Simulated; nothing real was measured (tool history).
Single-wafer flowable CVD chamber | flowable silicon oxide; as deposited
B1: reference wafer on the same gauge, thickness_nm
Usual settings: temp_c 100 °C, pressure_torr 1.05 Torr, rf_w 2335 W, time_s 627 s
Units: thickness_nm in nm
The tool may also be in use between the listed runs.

{"run": 1, "hour": 0.0, "temp_c": 100, "pressure_torr": 1.05, "rf_w": 2335, "time_s": 627, "B1": 476.285, "thickness_nm": 506.022}
{"hour": 3.3, "done": "gauge calibrated"}
{"run": 2, "hour": 115.1, "temp_c": 100, "pressure_torr": 1.05, "rf_w": 2335, "time_s": 627, "B1": 476.847, "thickness_nm": 504.546}
{"run": 3, "hour": 140.9, "temp_c": 100, "pressure_torr": 1.05, "rf_w": 2335, "time_s": 627, "B1": 477.68, "thickness_nm": 509.304}
{"run": 4, "hour": 184.2, "temp_c": 100, "pressure_torr": 1.05, "rf_w": 2220, "time_s": 627, "B1": 476.693, "thickness_nm": 500.987}
{"run": 5, "hour": 216.5, "temp_c": 100, "pressure_torr": 1.05, "rf_w": 2220, "time_s": 627, "B1": 476.85, "thickness_nm": 495.808}
{"run": 6, "hour": 252.0, "temp_c": 100, "pressure_torr": 1.05, "rf_w": 2220, "time_s": 627, "B1": 476.951, "thickness_nm": 500.179}
{"run": 7, "hour": 284.1, "temp_c": 92, "pressure_torr": 1.05, "rf_w": 2050, "time_s": 627, "B1": 477.268, "thickness_nm": 614.791}
{"run": 8, "hour": 332.9, "temp_c": 100, "pressure_torr": 1.05, "rf_w": 2335, "time_s": 627, "B1": 477.569, "thickness_nm": 502.664}
{"run": 9, "hour": 370.8, "temp_c": 100, "pressure_torr": 1.05, "rf_w": 2335, "time_s": 627, "B1": 476.552, "thickness_nm": 501.865}
{"hour": 422.4, "done": "thermocouple changed; heater temperature recalibrated"}
{"run": 10, "hour": 429.6, "temp_c": 100, "pressure_torr": 1.05, "rf_w": 2335, "time_s": 627, "B1": 477.732, "thickness_nm": 496.646}
{"run": 11, "hour": 471.6, "temp_c": 104, "pressure_torr": 1.05, "rf_w": 2335, "time_s": 627, "B1": 477.171, "thickness_nm": 443.907}
{"run": 12, "hour": 512.1, "temp_c": 104, "pressure_torr": 1.05, "rf_w": 2335, "time_s": 627, "B1": 477.023, "thickness_nm": 438.481}
{"run": 13, "hour": 560.4, "temp_c": 100, "pressure_torr": 1.05, "rf_w": 2335, "time_s": 592, "B1": 477.027, "thickness_nm": 467.209}
{"run": 14, "hour": 620.3, "temp_c": 95, "pressure_torr": 1.05, "rf_w": 1915, "time_s": 627, "B1": 477.567, "thickness_nm": 542.603}
{"run": 15, "hour": 668.9, "temp_c": 100, "pressure_torr": 1.14, "rf_w": 2335, "time_s": 627, "B1": 477.068, "thickness_nm": 537.824}
{"run": 16, "hour": 727.8, "temp_c": 100, "pressure_torr": 1.05, "rf_w": 2335, "time_s": 627, "B1": 476.522, "thickness_nm": 481.504}
{"hour": 760.0, "done": "showerhead replaced"}
{"run": 17, "hour": 788.1, "temp_c": 100, "pressure_torr": 1.05, "rf_w": 2335, "time_s": 627, "B1": 477.407, "thickness_nm": 485.749}
{"run": 18, "hour": 815.4, "temp_c": 100, "pressure_torr": 1.26, "rf_w": 2480, "time_s": 665, "B1": 476.771, "thickness_nm": 625.595}
{"run": 19, "hour": 880.8, "temp_c": 100, "pressure_torr": 1.05, "rf_w": 2060, "time_s": 627, "B1": 477.416, "thickness_nm": 475.287}
{"hour": 898.6, "done": "capacitance manometer re-zeroed and calibrated"}
{"hour": 968.3, "done": "gauge calibrated"}
{"run": 20, "hour": 994.9, "temp_c": 115, "pressure_torr": 1.05, "rf_w": 2335, "time_s": 627, "B1": 477.032, "thickness_nm": 342.477}
{"hour": 1003.7, "done": "RF generator calibrated"}
{"run": 21, "hour": 1033.4, "temp_c": 111, "pressure_torr": 1.05, "rf_w": 2335, "time_s": 627, "B1": 477.031, "thickness_nm": 383.361}
{"run": 22, "hour": 1092.7, "temp_c": 100, "pressure_torr": 1.05, "rf_w": 2335, "time_s": 661, "B1": 476.833, "thickness_nm": 550.636}
{"run": 23, "hour": 1147.1, "temp_c": 100, "pressure_torr": 1.05, "rf_w": 2335, "time_s": 627, "B1": 477.034, "thickness_nm": 524.007}
{"run": 24, "hour": 1183.2, "temp_c": 100, "pressure_torr": 1.05, "rf_w": 2335, "time_s": 627, "B1": 476.844, "thickness_nm": 526.077}
{"run": 25, "hour": 1255.1, "temp_c": 105, "pressure_torr": 1.05, "rf_w": 2335, "time_s": 674, "B1": 477.189, "thickness_nm": 485.053}

Forecast each of these 4 alternatives for the next run:
{"run": "A", "hour": 1255.7, "temp_c": 100, "pressure_torr": 1.05, "rf_w": 2335, "time_s": 627, "B1": "?", "thickness_nm": "?"}
{"run": "B", "hour": 1255.7, "temp_c": 100, "pressure_torr": 1.05, "rf_w": 2155, "time_s": 627, "B1": "?", "thickness_nm": "?"}
{"run": "C", "hour": 1255.7, "temp_c": 109, "pressure_torr": 0.89, "rf_w": 2335, "time_s": 627, "B1": "?", "thickness_nm": "?"}
{"run": "D", "hour": 1255.7, "temp_c": 100, "pressure_torr": 1.16, "rf_w": 1955, "time_s": 627, "B1": "?", "thickness_nm": "?"}

run=A B1=476.675 thickness_nm=522.355
run=B B1=476.675 thickness_nm=516.503
run=C B1=476.675 thickness_nm=337.166
run=D B1=476.675 thickness_nm=559.649
Without the tool's hidden state the same runs would have given:
run=A thickness_nm=524.031
run=B thickness_nm=518.16
run=C thickness_nm=338.35
run=D thickness_nm=561.444

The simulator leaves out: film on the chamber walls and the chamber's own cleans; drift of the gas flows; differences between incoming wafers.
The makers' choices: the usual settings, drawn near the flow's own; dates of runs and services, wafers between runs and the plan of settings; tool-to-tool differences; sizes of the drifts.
